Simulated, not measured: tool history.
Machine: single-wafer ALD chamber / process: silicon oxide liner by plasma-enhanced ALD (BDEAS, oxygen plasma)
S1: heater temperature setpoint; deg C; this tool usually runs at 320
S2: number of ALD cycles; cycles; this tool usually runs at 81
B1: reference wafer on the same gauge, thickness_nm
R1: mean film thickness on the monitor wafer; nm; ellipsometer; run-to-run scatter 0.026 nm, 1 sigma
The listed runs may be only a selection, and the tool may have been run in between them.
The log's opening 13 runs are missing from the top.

Run 14, hour 742.8: usual settings; B1 8.490. Result: R1 7.785 nm.
Run 15, hour 790.7: usual settings; B1 8.481. Result: R1 7.757 nm.
Run 16, hour 817.4: usual settings; B1 8.482. Result: R1 7.768 nm.
Run 17, hour 871.7: usual settings; B1 8.503. Result: R1 7.729 nm.
At hour 964.3: gauge calibrated.
Run 18, hour 1058.4: usual settings; B1 8.228. Result: R1 7.477 nm.
Run 19, hour 1088.8: usual settings but S2 72 cycles; B1 8.241. Result: R1 6.692 nm.
Run 20, hour 1130.7: usual settings but S2 72 cycles; B1 8.236. Result: R1 6.716 nm.
Run 21, hour 1201.3: usual settings; B1 8.263. Result: R1 7.571 nm.
Run 22, hour 1250.6: usual settings but S1 327 deg C; B1 8.290. Result: R1 7.437 nm.
Run 23, hour 1297.8: usual settings but S1 327 deg C; B1 8.290. Result: R1 7.511 nm.
Run 24, hour 1334.5: usual settings; B1 8.310. Result: R1 7.523 nm.
Run 25, hour 1379.8: usual settings but S2 74 cycles; B1 8.304. Result: R1 6.922 nm.
Run 26, hour 1417.9: usual settings but S1 333 deg C, S2 74 cycles; B1 8.325. Result: R1 6.803 nm.
Run 27, hour 1478.3: usual settings; B1 8.319. Result: R1 7.568 nm.
Run 28, hour 1537.5: usual settings but S1 306 deg C; B1 8.351. Result: R1 7.808 nm.
At hour 1554.6: thermocouple changed; heater temperature recalibrated.
Run 29, hour 1601.0: usual settings but S1 329 deg C, S2 95 cycles; B1 8.347. Result: R1 8.819 nm.
Run 30, hour 1657.2: usual settings but S1 308 deg C, S2 76 cycles; B1 8.359. Result: R1 7.299 nm.

Predict the results of run 31:
Run 31, hour 1719.4: usual settings but S2 96 cycles; B1 ?. Result: R1 ?.

{"run 31": {"B1": 8.366, "R1": 9.03}}
Had the tool carried no hidden state, the very same run would have given R1 8.827 nm.
